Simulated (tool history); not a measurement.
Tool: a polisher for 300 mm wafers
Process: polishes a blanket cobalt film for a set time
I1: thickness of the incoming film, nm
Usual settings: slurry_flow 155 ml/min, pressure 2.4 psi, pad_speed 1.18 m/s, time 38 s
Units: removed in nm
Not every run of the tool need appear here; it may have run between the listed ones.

Run 1, hour 0.0: usual settings but pad_speed 1.04 m/s; I1 783.6. Result: removed 194.4 nm.
At hour 16.4: worn pad replaced by a new one.
Run 2, hour 21.7: usual settings but pad_speed 1.04 m/s; I1 772.1. Result: removed 195.7 nm.
Run 3, hour 46.0: usual settings but pressure 2.8 psi; I1 764.5. Result: removed 245.0 nm.
Run 4, hour 58.2: usual settings but pressure 2.8 psi; I1 771.5. Result: removed 240.4 nm.
At hour 151.0: worn pad replaced by a new one.
Run 5, hour 151.5: usual settings; I1 765.2. Result: removed 201.4 nm.
Run 6, hour 176.8: usual settings; I1 784.3. Result: removed 205.9 nm.
Run 7, hour 196.4: usual settings; I1 763.3. Result: removed 200.9 nm.
Run 8, hour 211.2: usual settings but slurry_flow 185 ml/min; I1 776.7. Result: removed 210.3 nm.
Run 9, hour 232.6: usual settings but pressure 2.8 psi; I1 769.6. Result: removed 234.5 nm.
Run 10, hour 258.7: usual settings but slurry_flow 170 ml/min, pressure 1.7 psi; I1 768.1. Result: removed 144.7 nm.
At hour 278.2: worn pad replaced by a new one.
At hour 285.5: slurry nozzle cleaned.
Run 11, hour 290.3: usual settings; I1 785.5. Result: removed 221.6 nm.
Run 12, hour 316.0: usual settings but slurry_flow 180 ml/min, pressure 1.8 psi, pad_speed 0.90 m/s, time 46 s; I1 780.1. Result: removed 171.2 nm.
At hour 335.7: head pressure recalibrated.
Run 13, hour 352.2: usual settings but slurry_flow 170 ml/min, pressure 3.0 psi, time 28 s; I1 757.6. Result: removed 210.5 nm.
Run 14, hour 385.8: usual settings; I1 776.5. Result: removed 216.1 nm.
At hour 390.9: worn pad replaced by a new one.
Run 15, hour 420.6: usual settings but slurry_flow 135 ml/min, pressure 1.8 psi; I1 778.1. Result: removed 160.8 nm.

For each run, the measured value with the value that run would have given without the tool's hidden condition subtracted. The run-to-run variation is shared by both, the gauge scatter possibly not:
The tool's hidden condition here consists of: removal rate lost through wear of the pad, %; slurry flow missing at the pad, %; deviation of the head's pressure from its setpoint, %.
run  removed
  1    -14.3
  2    -15.2
  3    -20.3
  4    -20.5
  5    -21.5
  6    -23.2
  7    -23.8
  8    -21.5
  9    -30.2
 10    -17.9
 11     -2.1
 12     -1.8
 13     -3.1
 14     -4.3
 15     -4.4
